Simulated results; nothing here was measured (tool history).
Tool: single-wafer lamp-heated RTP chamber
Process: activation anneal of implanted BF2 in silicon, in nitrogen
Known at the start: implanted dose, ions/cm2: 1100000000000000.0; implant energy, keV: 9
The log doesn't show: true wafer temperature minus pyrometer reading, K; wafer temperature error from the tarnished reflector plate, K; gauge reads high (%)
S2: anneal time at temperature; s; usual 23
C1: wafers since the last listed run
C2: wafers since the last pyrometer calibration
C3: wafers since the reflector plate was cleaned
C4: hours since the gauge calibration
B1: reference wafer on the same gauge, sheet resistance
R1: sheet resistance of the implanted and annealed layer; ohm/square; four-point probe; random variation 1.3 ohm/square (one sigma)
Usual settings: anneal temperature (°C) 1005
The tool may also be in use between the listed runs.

{"run": 1, "hour": 0.0, "anneal temperature (°C)": 1026, "S2": 23, "C1": 0, "C2": 164, "C3": 4994, "C4": 52, "B1": 238.76, "R1": 186.63}
{"run": 2, "hour": 100.5, "anneal temperature (°C)": 1026, "S2": 23, "C1": 728, "C2": 893, "C3": 5722, "C4": 152.5, "B1": 238.88, "R1": 184.02}
{"run": 3, "hour": 157.5, "anneal temperature (°C)": 1016, "S2": 23, "C1": 413, "C2": 1306, "C3": 6136, "C4": 209.5, "B1": 238.73, "R1": 195.11}
{"run": 4, "hour": 236.2, "anneal temperature (°C)": 1016, "S2": 23, "C1": 570, "C2": 1877, "C3": 6706, "C4": 288.2, "B1": 239.12, "R1": 192.68}
{"run": 5, "hour": 298.0, "anneal temperature (°C)": 1016, "S2": 23, "C1": 448, "C2": 2325, "C3": 7154, "C4": 350, "B1": 239.16, "R1": 192.34}
{"hour": 375.7, "done": "pyrometer window cleaned and pyrometer calibrated"}
{"run": 6, "hour": 376.2, "anneal temperature (°C)": 1028, "S2": 23, "C1": 509, "C2": 3, "C3": 7664, "C4": 428.2, "B1": 238.76, "R1": 185.92}
{"run": 7, "hour": 474.3, "anneal temperature (°C)": 1028, "S2": 23, "C1": 711, "C2": 714, "C3": 8375, "C4": 526.3, "B1": 238.81, "R1": 181.29}
{"run": 8, "hour": 534.0, "anneal temperature (°C)": 1005, "S2": 23, "C1": 432, "C2": 1147, "C3": 8808, "C4": 586, "B1": 238.98, "R1": 213.49}
{"run": 9, "hour": 629.2, "anneal temperature (°C)": 1005, "S2": 23, "C1": 690, "C2": 1837, "C3": 9498, "C4": 681.2, "B1": 239.01, "R1": 211.16}
{"run": 10, "hour": 716.7, "anneal temperature (°C)": 986, "S2": 23, "C1": 634, "C2": 2472, "C3": 10133, "C4": 768.7, "B1": 239.2, "R1": 257.93}
{"hour": 730.6, "done": "pyrometer window cleaned and pyrometer calibrated"}
{"run": 11, "hour": 813.9, "anneal temperature (°C)": 1005, "S2": 23, "C1": 646, "C2": 604, "C3": 10779, "C4": 865.9, "B1": 239.25, "R1": 216.97}
{"run": 12, "hour": 880.0, "anneal temperature (°C)": 1005, "S2": 23, "C1": 479, "C2": 1083, "C3": 11259, "C4": 932, "B1": 238.68, "R1": 212.11}
{"run": 13, "hour": 965.7, "anneal temperature (°C)": 1022, "S2": 23, "C1": 621, "C2": 1705, "C3": 11880, "C4": 1017.7, "B1": 239.23, "R1": 184.99}
{"hour": 1022.5, "done": "gauge calibrated"}
{"hour": 1049.8, "done": "reflector plate cleaned"}
{"run": 14, "hour": 1050.3, "anneal temperature (°C)": 1032, "S2": 23, "C1": 555, "C2": 2260, "C3": 3, "C4": 27.8, "B1": 238.98, "R1": 174.16}
{"hour": 1073.5, "done": "pyrometer window cleaned and pyrometer calibrated"}
{"run": 15, "hour": 1116.4, "anneal temperature (°C)": 1029, "S2": 23, "C1": 421, "C2": 310, "C3": 424, "C4": 93.9, "B1": 238.81, "R1": 182.74}
{"run": 16, "hour": 1153.9, "anneal temperature (°C)": 994, "S2": 11, "C1": 271, "C2": 582, "C3": 696, "C4": 131.4, "B1": 238.9, "R1": 290.98}
{"run": 17, "hour": 1248.2, "anneal temperature (°C)": 1013, "S2": 14, "C1": 683, "C2": 1266, "C3": 1380, "C4": 225.7, "B1": 239.11, "R1": 225.2}
{"run": 18, "hour": 1290.8, "anneal temperature (°C)": 977, "S2": 16, "C1": 308, "C2": 1575, "C3": 1689, "C4": 268.3, "B1": 238.61, "R1": 307.47}
{"run": 19, "hour": 1329.3, "anneal temperature (°C)": 1005, "S2": 23, "C1": 279, "C2": 1854, "C3": 1968, "C4": 306.8, "B1": 239.33, "R1": 210.49}
{"run": 20, "hour": 1393.9, "anneal temperature (°C)": 1005, "S2": 23, "C1": 468, "C2": 2323, "C3": 2437, "C4": 371.4, "B1": 239.1, "R1": 210.42}
{"hour": 1462.7, "done": "pyrometer window cleaned and pyrometer calibrated"}
{"run": 21, "hour": 1468.8, "anneal temperature (°C)": 977, "S2": 16, "C1": 485, "C2": 43, "C3": 2922, "C4": 446.3, "B1": 238.79, "R1": 328.23}
{"run": 22, "hour": 1546.9, "anneal temperature (°C)": 1005, "S2": 23, "C1": 566, "C2": 610, "C3": 3488, "C4": 524.4, "B1": 239.27, "R1": 218.23}
{"run": 23, "hour": 1618.0, "anneal temperature (°C)": 989, "S2": 11, "C1": 515, "C2": 1125, "C3": 4004, "C4": 595.5, "B1": 239.15, "R1": 303.1}
{"run": 24, "hour": 1682.9, "anneal temperature (°C)": 1015, "S2": 36, "C1": 470, "C2": 1596, "C3": 4474, "C4": 660.4, "B1": 239.41, "R1": 176.35}
{"run": 25, "hour": 1785.9, "anneal temperature (°C)": 981, "S2": 23, "C1": 746, "C2": 2343, "C3": 5221, "C4": 763.4, "B1": 239.01, "R1": 272.28}
{"run": 26, "hour": 1843.4, "anneal temperature (°C)": 1005, "S2": 23, "C1": 416, "C2": 2760, "C3": 5638, "C4": 820.9, "B1": 239.47, "R1": 211.68}
{"hour": 1870.6, "done": "pyrometer window cleaned and pyrometer calibrated"}
{"run": 27, "hour": 1919.9, "anneal temperature (°C)": 982, "S2": 13, "C1": 496, "C2": 357, "C3": 6135, "C4": 897.4, "B1": 238.86, "R1": 314.39}

What the log doesn't show, run by run:
wafer temperature error from the tarnished reflector plate, K: 0 in every run
gauge reads high (%): 0 in every run
H1: true wafer temperature minus pyrometer reading, K
run=1 H1=1.94
run=2 H1=5.67
run=3 H1=6.79
run=4 H1=7.71
run=5 H1=8.12
run=6 H1=0.45
run=7 H1=4.82
run=8 H1=6.23
run=9 H1=7.48
run=10 H1=8.04
run=11 H1=4.37
run=12 H1=6.09
run=13 H1=7.33
run=14 H1=7.96
run=15 H1=2.8
run=16 H1=4.29
run=17 H1=6.57
run=18 H1=7.16
run=19 H1=7.55
run=20 H1=7.99
run=21 H1=0.547
run=22 H1=4.11
run=23 H1=5.92
run=24 H1=6.89
run=25 H1=7.7
run=26 H1=7.94
run=27 H1=3.62

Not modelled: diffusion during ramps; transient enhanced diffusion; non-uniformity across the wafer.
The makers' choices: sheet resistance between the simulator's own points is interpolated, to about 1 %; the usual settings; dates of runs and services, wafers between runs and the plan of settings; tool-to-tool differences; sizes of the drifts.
